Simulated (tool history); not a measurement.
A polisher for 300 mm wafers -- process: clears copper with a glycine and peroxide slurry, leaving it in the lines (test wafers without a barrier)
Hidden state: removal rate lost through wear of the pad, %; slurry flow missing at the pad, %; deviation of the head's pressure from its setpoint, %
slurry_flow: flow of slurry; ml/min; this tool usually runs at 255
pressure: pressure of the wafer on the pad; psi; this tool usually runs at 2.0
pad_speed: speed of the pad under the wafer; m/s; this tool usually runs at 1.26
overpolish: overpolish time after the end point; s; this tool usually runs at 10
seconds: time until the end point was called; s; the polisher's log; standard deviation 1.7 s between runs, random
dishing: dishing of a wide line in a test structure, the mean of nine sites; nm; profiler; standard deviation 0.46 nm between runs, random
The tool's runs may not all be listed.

run    hour  slurry_flow  pressure  pad_speed  overpolish  wafers since the last listed run  wafers polished on this pad  hours since the slurry nozzle was cleaned  hours since the head pressure was calibrated  incoming thickness of the incoming film, nm  seconds  dishing
  1     0.0          255       2.0       1.26          10                                 0                         1492                                       46.9                                         218.1                                        671.0    103.1     35.5
       70.4  -- worn pad replaced by a new one
  2   102.9          255       2.0       1.26          10                               558                          183                                      149.8                                         321.0                                        662.3    102.9     35.9
  3   181.8          255       2.0       1.26          10                               445                          629                                      228.7                                         399.9                                        666.9    101.2     35.8
  4   277.4          255       2.0       1.26          10                               539                         1169                                      324.3                                         495.5                                        656.4    104.9     35.3
      317.5  -- slurry nozzle cleaned
  5   331.8          255       2.0       1.36          10                               301                         1470                                       14.3                                         549.9                                        671.1     98.8     36.4
  6   408.6          255       2.0       1.26          10                               433                         1904                                       91.1                                         626.7                                        660.5    106.3     35.5
      427.5  -- worn pad replaced by a new one
  7   450.0          255       2.0       1.26          10                               211                          127                                      132.5                                         668.1                                        669.1    109.2     34.4
  8   495.1          255       2.0       1.26          10                               254                          381                                      177.6                                         713.2                                        660.9    106.0     34.9
  9   584.8          255       2.6       1.26          10                               506                          888                                      267.3                                         802.9                                        674.5     91.9     41.0
      676.5  -- slurry nozzle cleaned
 10   678.7          255       2.6       1.26          10                               524                         1413                                        2.2                                         896.8                                        658.2     85.8     41.9
 11   730.2          255       2.6       1.26          10                               290                         1704                                       53.7                                         948.3                                        665.8     85.2     40.6
 12   819.2          255       2.0       1.26           6                               502                         2206                                      142.7                                        1037.3                                        667.8    108.9     22.4
      849.4  -- worn pad replaced by a new one
 13   906.7          255       2.0       1.26           6                               471                          323                                      230.2                                        1124.8                                        656.0    106.5     22.7
 14   965.7          255       2.0       1.26          10                               333                          657                                      289.2                                        1183.8                                        657.9    104.2     34.4
     1021.4  -- head pressure recalibrated
 15  1064.0          255       2.3       1.26          10                               543                         1201                                      387.5                                          42.6                                        673.2     93.3     39.0
     1081.0  -- slurry nozzle cleaned
 16  1126.5          290       1.7       0.88           7                               347                         1548                                       45.5                                         105.1                                        666.4    142.3     20.6
 17  1171.4          255       1.4       1.26          10                               253                         1802                                       90.4                                         150.0                                        675.1    135.1     28.8
 18  1247.5          255       2.0       1.26          10                               429                         2231                                      166.5                                         226.1                                        667.0    103.3     35.1
     1275.7  -- worn pad replaced by a new one
 19  1286.2          225       2.0       1.40          10                               195                           59                                      205.2                                         264.8                                        658.8     95.7     36.2
 20  1349.3          255       2.0       1.26          10                               356                          415                                      268.3                                         327.9                                        671.3    106.0     34.9
 21  1452.9          255       2.0       1.26          10                               585                         1000                                      371.9                                         431.5                                        661.8    102.6     34.1
     1467.7  -- slurry nozzle cleaned
 22  1529.8          255       2.0       1.26          10                               428                         1429                                       62.1                                         508.4                                        669.9    106.6     35.0
 23  1570.9          230       2.4       1.10          10                               232                         1661                                      103.2                                         549.5                                        667.6    100.6     35.8
 24  1624.3          255       2.0       1.10          10                               301                         1963                                      156.6                                         602.9                                        667.5    116.1     31.5
     1638.6  -- worn pad replaced by a new one
 25  1678.2          305       2.6       0.88          10                               281                          223                                      210.5                                         656.8                                        656.1    110.4     34.2
 26  1753.8          225       1.6       1.10          13                               427                          650                                      286.1                                         732.4                                        660.1    140.8     34.4
 27  1791.5          280       2.0       1.26           6                               212                          863                                      323.8                                         770.1                                        659.4    107.7     22.2
     1818.4  -- slurry nozzle cleaned
 28  1886.9          290       2.0       1.26          15                               533                         1396                                       68.5                                         865.5                                        675.9    109.0     46.3
 29  1971.6          295       1.3       0.96          10                               478                         1875                                      153.2                                         950.2                                        655.2    162.6     23.3

What if the next run were any one of these 3? Each begins from the tool's condition after run 29:
  A  1972.1          255       2.0       1.26          10                                 2                         1878                                      153.7                                         950.7                                        661.0        ?        ?
  B  1972.1          255       2.0       1.26          15                                 2                         1878                                      153.7                                         950.7                                        661.0        ?        ?
  C  1972.1          345       1.6       1.26          10                                 2                         1878                                      153.7                                         950.7                                        661.0        ?        ?

run  seconds  dishing
  A    107.3     33.4
  B    107.3     45.1
  C    122.4     29.8
What these runs would have given with no unlogged condition in the tool:
run  seconds  dishing
  A     98.1     36.0
  B     98.1     48.3
  C    112.3     32.0
